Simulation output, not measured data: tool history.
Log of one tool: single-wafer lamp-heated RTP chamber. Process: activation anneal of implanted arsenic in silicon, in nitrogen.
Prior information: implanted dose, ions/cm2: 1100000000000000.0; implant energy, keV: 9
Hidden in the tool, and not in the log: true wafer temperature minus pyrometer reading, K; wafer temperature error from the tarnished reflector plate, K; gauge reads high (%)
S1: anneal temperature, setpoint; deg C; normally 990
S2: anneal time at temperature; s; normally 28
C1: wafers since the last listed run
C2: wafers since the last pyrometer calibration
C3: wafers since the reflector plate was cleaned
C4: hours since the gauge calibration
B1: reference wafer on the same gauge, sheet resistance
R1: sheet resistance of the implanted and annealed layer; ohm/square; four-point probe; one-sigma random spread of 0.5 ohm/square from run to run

run 1 hour=0 | S1=990 S2=28 | C1=0 C2=5802 C3=5057 C4=666.2 | B1=169.9 | R1=144.34
run 2 hour=8.4 | S1=990 S2=28 | C1=142 C2=5945 C3=5199 C4=674.6 | B1=170.03 | R1=144.28
run 3 hour=21.8 | S1=982 S2=17 | C1=226 C2=6171 C3=5426 C4=688 | B1=169.99 | R1=165.98
run 4 hour=31.4 | S1=982 S2=17 | C1=162 C2=6334 C3=5588 C4=697.6 | B1=170.04 | R1=166.1
run 5 hour=45.8 | S1=982 S2=17 | C1=243 C2=6577 C3=5832 C4=712 | B1=170.08 | R1=165.68
run 6 hour=56.1 | S1=990 S2=28 | C1=174 C2=6752 C3=6006 C4=722.3 | B1=170.13 | R1=144.21
run 7 hour=67.8 | S1=990 S2=28 | C1=197 C2=6950 C3=6204 C4=734 | B1=169.97 | R1=143.93
-- hour=82.1 pyrometer window cleaned and pyrometer calibrated
run 8 hour=85.8 | S1=990 S2=28 | C1=169 C2=63 C3=6373 C4=752 | B1=170.02 | R1=149.89
-- hour=86 gauge calibrated
run 9 hour=97.5 | S1=990 S2=18 | C1=197 C2=261 C3=6571 C4=11.5 | B1=169.85 | R1=162.59
run 10 hour=114.2 | S1=990 S2=18 | C1=282 C2=543 C3=6854 C4=28.2 | B1=170.1 | R1=162.62
run 11 hour=138.2 | S1=990 S2=18 | C1=406 C2=949 C3=7260 C4=52.2 | B1=170.02 | R1=161.29
run 12 hour=153.1 | S1=1002 S2=17 | C1=252 C2=1202 C3=7512 C4=67.1 | B1=170.08 | R1=152.17
-- hour=168.2 reflector plate cleaned
run 13 hour=168.7 | S1=998 S2=18 | C1=128 C2=1330 C3=7 C4=82.7 | B1=169.99 | R1=157.1
run 14 hour=169.1 | S1=1009 S2=24 | C1=6 C2=1337 C3=14 C4=83.1 | B1=169.98 | R1=140.46
run 15 hour=176.8 | S1=966 S2=14 | C1=130 C2=1467 C3=144 C4=90.8 | B1=170.06 | R1=191.71
run 16 hour=192.4 | S1=990 S2=18 | C1=263 C2=1731 C3=408 C4=106.4 | B1=169.96 | R1=163.97
run 17 hour=202 | S1=990 S2=28 | C1=162 C2=1894 C3=571 C4=116 | B1=170.1 | R1=149.97
run 18 hour=208.5 | S1=990 S2=40 | C1=109 C2=2004 C3=681 C4=122.5 | B1=169.98 | R1=140.16
run 19 hour=232.1 | S1=1001 S2=44 | C1=399 C2=2403 C3=1080 C4=146.1 | B1=170.07 | R1=128.2
run 20 hour=255.2 | S1=990 S2=28 | C1=390 C2=2794 C3=1471 C4=169.2 | B1=169.95 | R1=148.12
run 21 hour=270.8 | S1=990 S2=28 | C1=263 C2=3058 C3=1735 C4=184.8 | B1=169.99 | R1=146.64
run 22 hour=284.2 | S1=990 S2=28 | C1=226 C2=3284 C3=1961 C4=198.2 | B1=170.02 | R1=147.54
run 23 hour=301.1 | S1=1012 S2=16 | C1=285 C2=3570 C3=2247 C4=215.1 | B1=169.96 | R1=144.8
run 24 hour=309.9 | S1=982 S2=28 | C1=148 C2=3719 C3=2396 C4=223.9 | B1=169.95 | R1=153.15
run 25 hour=318.9 | S1=990 S2=28 | C1=152 C2=3871 C3=2549 C4=232.9 | B1=169.88 | R1=145.6
run 26 hour=330.5 | S1=999 S2=38 | C1=196 C2=4068 C3=2745 C4=244.5 | B1=169.94 | R1=130.84
run 27 hour=338.4 | S1=971 S2=18 | C1=133 C2=4201 C3=2879 C4=252.4 | B1=169.94 | R1=176
run 28 hour=345.7 | S1=990 S2=28 | C1=123 C2=4325 C3=3002 C4=259.7 | B1=169.9 | R1=144.58
run 29 hour=352.3 | S1=1020 S2=41 | C1=111 C2=4436 C3=3114 C4=266.3 | B1=169.84 | R1=117.38
run 30 hour=397.1 | S1=961 S2=22 | C1=757 C2=5194 C3=3872 C4=311.1 | B1=169.98 | R1=177.72
run 31 hour=410.4 | S1=990 S2=28 | C1=225 C2=5419 C3=4097 C4=324.4 | B1=169.93 | R1=144.23
run 32 hour=422.9 | S1=1000 S2=35 | C1=211 C2=5631 C3=4308 C4=336.9 | B1=170.15 | R1=130.95
run 33 hour=440.1 | S1=1011 S2=18 | C1=291 C2=5922 C3=4599 C4=354.1 | B1=169.92 | R1=140.48
run 34 hour=456.2 | S1=990 S2=37 | C1=272 C2=6194 C3=4872 C4=370.2 | B1=169.9 | R1=136.22
run 35 hour=466.3 | S1=998 S2=40 | C1=170 C2=6365 C3=5042 C4=380.3 | B1=169.99 | R1=128.85
run 36 hour=473.3 | S1=976 S2=15 | C1=118 C2=6484 C3=5161 C4=387.3 | B1=169.82 | R1=174.4

Each run again, without the hidden state but with its own random variation kept:
run=1 R1=156.33
run=2 R1=156.33
run=3 R1=178.08
run=4 R1=178.29
run=5 R1=177.94
run=6 R1=156.63
run=7 R1=156.39
run=8 R1=156.15
run=9 R1=169.33
run=10 R1=170.16
run=11 R1=169.76
run=12 R1=160.69
run=13 R1=161.43
run=14 R1=144.4
run=15 R1=196.4
run=16 R1=169.85
run=17 R1=156.46
run=18 R1=146.66
run=19 R1=134.52
run=20 R1=156.92
run=21 R1=155.91
run=22 R1=157.3
run=23 R1=153.71
run=24 R1=163.74
run=25 R1=156.17
run=26 R1=140.18
run=27 R1=186.93
run=28 R1=155.65
run=29 R1=122.88
run=30 R1=189.85
run=31 R1=156.3
run=32 R1=141.53
run=33 R1=151.17
run=34 R1=148.22
run=35 R1=139.59
run=36 R1=186.78
